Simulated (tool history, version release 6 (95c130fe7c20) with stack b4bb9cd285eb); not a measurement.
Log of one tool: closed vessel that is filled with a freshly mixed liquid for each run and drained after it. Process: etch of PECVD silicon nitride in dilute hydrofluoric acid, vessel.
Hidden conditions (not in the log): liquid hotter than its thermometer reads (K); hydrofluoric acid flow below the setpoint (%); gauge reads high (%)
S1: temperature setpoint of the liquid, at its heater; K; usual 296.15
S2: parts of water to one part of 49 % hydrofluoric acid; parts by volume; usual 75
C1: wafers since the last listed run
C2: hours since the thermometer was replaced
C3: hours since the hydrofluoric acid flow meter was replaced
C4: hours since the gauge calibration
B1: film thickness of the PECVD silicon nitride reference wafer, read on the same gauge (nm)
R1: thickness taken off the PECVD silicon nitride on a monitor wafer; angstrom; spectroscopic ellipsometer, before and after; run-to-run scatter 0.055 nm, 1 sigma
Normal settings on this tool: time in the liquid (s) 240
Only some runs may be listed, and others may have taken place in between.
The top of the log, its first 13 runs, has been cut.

run 14 hour=703.3 | S1=296.15 S2=75 time_in_the_liquid_(s)=240 | C1=3836 C2=2196.6 C3=1981.2 C4=1255.2 | B1=86.39 | R1=78.1
run 15 hour=762.7 | S1=296.15 S2=75 time_in_the_liquid_(s)=240 | C1=7496 C2=2256 C3=2040.6 C4=1314.6 | B1=86.34 | R1=78
run 16 hour=816 | S1=296.15 S2=75 time_in_the_liquid_(s)=145 | C1=6726 C2=2309.3 C3=2093.9 C4=1367.9 | B1=86.29 | R1=47.1
-- hour=846.5 thermometer replaced
run 17 hour=878.1 | S1=298.15 S2=110 time_in_the_liquid_(s)=240 | C1=7711 C2=31.6 C3=2156 C4=1430 | B1=86.22 | R1=61.6
-- hour=914.1 hydrofluoric acid flow meter replaced
run 18 hour=938.3 | S1=292.65 S2=100 time_in_the_liquid_(s)=185 | C1=7471 C2=91.8 C3=24.2 C4=1490.2 | B1=86.22 | R1=36.1
run 19 hour=982.7 | S1=292.65 S2=75 time_in_the_liquid_(s)=240 | C1=5603 C2=136.2 C3=68.6 C4=1534.6 | B1=86.21 | R1=61.5
-- hour=986.1 gauge calibrated
run 20 hour=1009.6 | S1=296.15 S2=65 time_in_the_liquid_(s)=360 | C1=3395 C2=163.1 C3=95.5 C4=23.5 | B1=89.33 | R1=140
run 21 hour=1060.2 | S1=298.15 S2=85 time_in_the_liquid_(s)=185 | C1=6386 C2=213.7 C3=146.1 C4=74.1 | B1=88.97 | R1=62.9
run 22 hour=1250.7 | S1=293.65 S2=40 time_in_the_liquid_(s)=380 | C1=24043 C2=404.2 C3=336.6 C4=264.6 | B1=87.98 | R1=198.7
run 23 hour=1291.1 | S1=293.15 S2=110 time_in_the_liquid_(s)=295 | C1=5098 C2=444.6 C3=377 C4=305 | B1=87.84 | R1=55
run 24 hour=1425.7 | S1=298.15 S2=110 time_in_the_liquid_(s)=240 | C1=16987 C2=579.2 C3=511.6 C4=439.6 | B1=87.32 | R1=62.3
run 25 hour=1489.6 | S1=294.65 S2=75 time_in_the_liquid_(s)=200 | C1=8064 C2=643.1 C3=575.5 C4=503.5 | B1=87.15 | R1=59.7
run 26 hour=1526.4 | S1=296.15 S2=55 time_in_the_liquid_(s)=240 | C1=4644 C2=679.9 C3=612.3 C4=540.3 | B1=87.06 | R1=107
run 27 hour=1557 | S1=298.65 S2=75 time_in_the_liquid_(s)=240 | C1=3862 C2=710.5 C3=642.9 C4=570.9 | B1=86.94 | R1=93.9
run 28 hour=1592.8 | S1=292.15 S2=75 time_in_the_liquid_(s)=385 | C1=4518 C2=746.3 C3=678.7 C4=606.7 | B1=86.9 | R1=97.1
run 29 hour=1622.5 | S1=296.15 S2=75 time_in_the_liquid_(s)=240 | C1=3748 C2=776 C3=708.4 C4=636.4 | B1=86.86 | R1=78.6
run 30 hour=1654.7 | S1=296.15 S2=75 time_in_the_liquid_(s)=280 | C1=4063 C2=808.2 C3=740.6 C4=668.6 | B1=86.72 | R1=91.8
run 31 hour=1679.6 | S1=296.15 S2=40 time_in_the_liquid_(s)=150 | C1=3142 C2=833.1 C3=765.5 C4=693.5 | B1=86.72 | R1=91.6
run 32 hour=1717.3 | S1=291.65 S2=110 time_in_the_liquid_(s)=145 | C1=4758 C2=870.8 C3=803.2 C4=731.2 | B1=86.64 | R1=24
run 33 hour=1781.6 | S1=296.15 S2=35 time_in_the_liquid_(s)=240 | C1=8115 C2=935.1 C3=867.5 C4=795.5 | B1=86.53 | R1=164.7

Here are 3 independent what-if runs from the current tool condition. What would each one return?
run A hour=1782.3 | S1=296.15 S2=75 time_in_the_liquid_(s)=240 | C1=88 C2=935.8 C3=868.2 C4=796.2 | B1=? | R1=?
run B hour=1782.3 | S1=299.15 S2=35 time_in_the_liquid_(s)=370 | C1=88 C2=935.8 C3=868.2 C4=796.2 | B1=? | R1=?
run C hour=1782.3 | S1=298.65 S2=95 time_in_the_liquid_(s)=330 | C1=88 C2=935.8 C3=868.2 C4=796.2 | B1=? | R1=?

run=A B1=86.53 R1=78.8
run=B B1=86.53 R1=313.5
run=C B1=86.53 R1=101.3
Without the tool's hidden state the same runs would have given:
run=A R1=82
run=B R1=326.1
run=C R1=105.4
